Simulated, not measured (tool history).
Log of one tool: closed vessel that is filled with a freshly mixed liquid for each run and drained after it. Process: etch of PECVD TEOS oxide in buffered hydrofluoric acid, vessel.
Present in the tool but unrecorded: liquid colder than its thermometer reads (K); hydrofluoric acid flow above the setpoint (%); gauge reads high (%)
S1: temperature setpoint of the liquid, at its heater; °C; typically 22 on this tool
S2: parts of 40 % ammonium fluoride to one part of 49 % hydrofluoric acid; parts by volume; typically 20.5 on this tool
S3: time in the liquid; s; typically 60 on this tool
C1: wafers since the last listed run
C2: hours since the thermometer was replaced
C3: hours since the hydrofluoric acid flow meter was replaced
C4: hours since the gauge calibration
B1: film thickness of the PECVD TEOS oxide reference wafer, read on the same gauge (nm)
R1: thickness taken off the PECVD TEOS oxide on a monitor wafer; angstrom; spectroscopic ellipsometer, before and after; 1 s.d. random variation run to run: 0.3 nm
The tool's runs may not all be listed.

run	day	S1	S2	S3	C1	C2	C3	C4	B1	R1
1	0	22	20.5	70	0	1204.7	964.3	608.6	78.06	411
2	2.508	22	20.5	70	5913	1264.9	1024.5	668.8	77.86	407.2
3	4.371	21	23.5	60	4390	1309.6	1069.2	713.5	77.74	299.3
4	6.283	21	23.5	60	4508	1355.5	1115.1	759.4	77.59	300.1
5	7.7	22	20.5	60	3339	1389.5	1149.1	793.4	77.45	352.7
6	10.496	22	20.5	60	6591	1456.6	1216.2	860.5	77.26	348.2
7	12.596	22	20.5	60	4950	1507	1266.6	910.9	77.1	351.9
8	14.988	22	24.5	50	5638	1564.4	1324	968.3	76.9	255
9	16.238	22	24.5	50	2946	1594.4	1354	998.3	76.83	252
# day 16.825: gauge calibrated
10	18.754	18	20.5	60	5933	1654.8	1414.4	46.3	79.55	285.1
11	20.067	18	20.5	60	3094	1686.3	1445.9	77.8	79.42	287.3
# day 20.383: hydrofluoric acid flow meter replaced
12	22.958	24.5	20.5	60	6719	1755.7	61.8	147.2	79.23	403.5
13	25.625	22	20.5	60	6286	1819.7	125.8	211.2	79.02	355.5
# day 28.283: thermometer replaced
14	28.604	17.5	20.5	60	6925	7.7	197.3	282.7	78.79	273.6
15	30.108	22	20.5	30	3546	43.8	233.4	318.8	78.68	176.5
16	31.233	25.5	24.5	40	2652	70.8	260.4	345.8	78.57	252.6
17	33.217	25	25.5	75	4675	118.4	308	393.4	78.45	444.8
18	35.317	26	15.5	75	4950	168.8	358.4	443.8	78.29	714
19	36.904	25.5	25	45	3742	206.9	396.5	481.9	78.14	277.6
20	38.792	19.5	20.5	80	4449	252.2	441.8	527.2	78	401.5

Estimate the outcome of run 21 from the log above:
21	39.796	22	20.5	60	2367	276.3	465.9	551.3	?	?

Run 21 produced B1 77.93, R1 346.5 angstrom.
Had the tool carried no hidden state, the very same run would have given R1 355.8 angstrom.
